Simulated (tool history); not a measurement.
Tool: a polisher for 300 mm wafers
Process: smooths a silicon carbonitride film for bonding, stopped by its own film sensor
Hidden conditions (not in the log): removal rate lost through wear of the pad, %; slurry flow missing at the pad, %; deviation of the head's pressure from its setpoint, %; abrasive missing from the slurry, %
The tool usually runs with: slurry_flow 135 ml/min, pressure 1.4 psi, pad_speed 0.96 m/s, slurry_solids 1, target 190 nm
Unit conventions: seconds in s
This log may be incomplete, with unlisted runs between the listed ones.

| run | hour | slurry_flow | pressure | pad_speed | slurry_solids | target | wafers since the last listed run | wafers polished on this pad | hours since the slurry nozzle was cleaned | hours since the head pressure was calibrated | hours since the slurry blender was calibrated | incoming thickness of the incoming film, nm | seconds |
|---|---|---|---|---|---|---|---|---|---|---|---|---|---|
| 1 | 0 | 135 | 1.4 | 0.96 | 1 | 193 | 0 | 83 | 175 | 902.2 | 67.5 | 207.7 | 110.7 |
| 2 | 13.3 | 135 | 1.4 | 0.96 | 1 | 195 | 131 | 214 | 188.3 | 915.5 | 80.8 | 210.8 | 124.5 |
| 3 | 31.6 | 135 | 1.4 | 0.96 | 1 | 190 | 180 | 395 | 206.6 | 933.8 | 99.1 | 208.9 | 146.6 |
| 4 | 55.1 | 135 | 1.4 | 0.96 | 1 | 190 | 232 | 628 | 230.1 | 957.3 | 122.6 | 206.6 | 137.3 |
| 5 | 76.2 | 135 | 1.4 | 0.96 | 1 | 190 | 208 | 836 | 251.2 | 978.4 | 143.7 | 211.3 | 179.8 |
|  | 82 | slurry nozzle cleaned |
|  | 108.6 | worn pad replaced by a new one |
| 6 | 111.4 | 135 | 1.4 | 0.96 | 1 | 190 | 298 | 27 | 29.4 | 1013.6 | 178.9 | 210.8 | 152.8 |
| 7 | 139 | 135 | 1.4 | 0.96 | 1 | 190 | 272 | 300 | 57 | 1041.2 | 206.5 | 214.5 | 185 |
|  | 142.4 | slurry blender recalibrated |
| 8 | 165.9 | 135 | 1.4 | 0.96 | 1 | 190 | 246 | 546 | 83.9 | 1068.1 | 23.5 | 208.9 | 143.8 |
| 9 | 187.5 | 135 | 1.4 | 0.96 | 1 | 190 | 213 | 759 | 105.5 | 1089.7 | 45.1 | 214.8 | 186.1 |
| 10 | 207.1 | 135 | 1.4 | 1.2 | 1 | 190 | 193 | 953 | 125.1 | 1109.3 | 64.7 | 207.5 | 118.8 |
|  | 224.7 | worn pad replaced by a new one |
| 11 | 225.2 | 135 | 1.4 | 0.96 | 1 | 190 | 139 | 5 | 143.2 | 1127.4 | 82.8 | 212 | 168.1 |
| 12 | 239.1 | 135 | 1.4 | 0.96 | 1 | 193 | 137 | 142 | 157.1 | 1141.3 | 96.7 | 209 | 125.5 |
| 13 | 253.4 | 170 | 1.6 | 0.96 | 1 | 190 | 141 | 283 | 171.4 | 1155.6 | 111 | 212.8 | 147.8 |
| 14 | 285.9 | 135 | 1.7 | 0.96 | 1 | 187 | 321 | 605 | 203.9 | 1188.1 | 143.5 | 212.3 | 163.2 |
|  | 305 | slurry nozzle cleaned |
|  | 335 | worn pad replaced by a new one |
|  | 346 | head pressure recalibrated |
| 15 | 380.4 | 115 | 1.2 | 0.7 | 1 | 188 | 864 | 428 | 75.4 | 34.4 | 238 | 210.9 | 249.1 |
|  | 393.1 | slurry blender recalibrated |
| 16 | 396.2 | 135 | 1.4 | 0.96 | 1 | 190 | 136 | 565 | 91.2 | 50.2 | 3.1 | 213.2 | 177.6 |
| 17 | 414 | 90 | 1.6 | 0.96 | 1 | 190 | 175 | 740 | 109 | 68 | 20.9 | 206.9 | 116.6 |
|  | 440.2 | worn pad replaced by a new one |
| 18 | 448.8 | 135 | 1.4 | 0.62 | 1 | 190 | 304 | 85 | 143.8 | 102.8 | 55.7 | 206.4 | 161.1 |
| 19 | 484.3 | 135 | 1.8 | 0.96 | 1 | 188 | 350 | 436 | 179.3 | 138.3 | 91.2 | 209.2 | 125.3 |
| 20 | 502.9 | 105 | 1.4 | 0.96 | 0.75 | 190 | 183 | 619 | 197.9 | 156.9 | 109.8 | 208.4 | 164 |
| 21 | 517.4 | 175 | 1.4 | 1.14 | 1.1 | 192 | 143 | 763 | 212.4 | 171.4 | 124.3 | 212.5 | 134.7 |

Forecast each of these 4 alternatives for the next run:
| A | 517.9 | 135 | 1.4 | 0.96 | 1 | 190 | 4 | 768 | 212.9 | 171.9 | 124.8 | 210.2 | ? |
| B | 517.9 | 145 | 1.8 | 0.96 | 1 | 193 | 4 | 768 | 212.9 | 171.9 | 124.8 | 210.2 | ? |
| C | 517.9 | 150 | 1 | 0.96 | 1 | 195 | 4 | 768 | 212.9 | 171.9 | 124.8 | 210.2 | ? |
| D | 517.9 | 100 | 1.4 | 0.68 | 1 | 190 | 4 | 768 | 212.9 | 171.9 | 124.8 | 210.2 | ? |

| run | seconds |
|---|---|
| A | 160.3 |
| B | 104.7 |
| C | 165.5 |
| D | 209 |
Had the tool no hidden state, the same runs would have come out as:
| run | seconds |
|---|---|
| A | 150 |
| B | 98.3 |
| C | 155.7 |
| D | 192.8 |
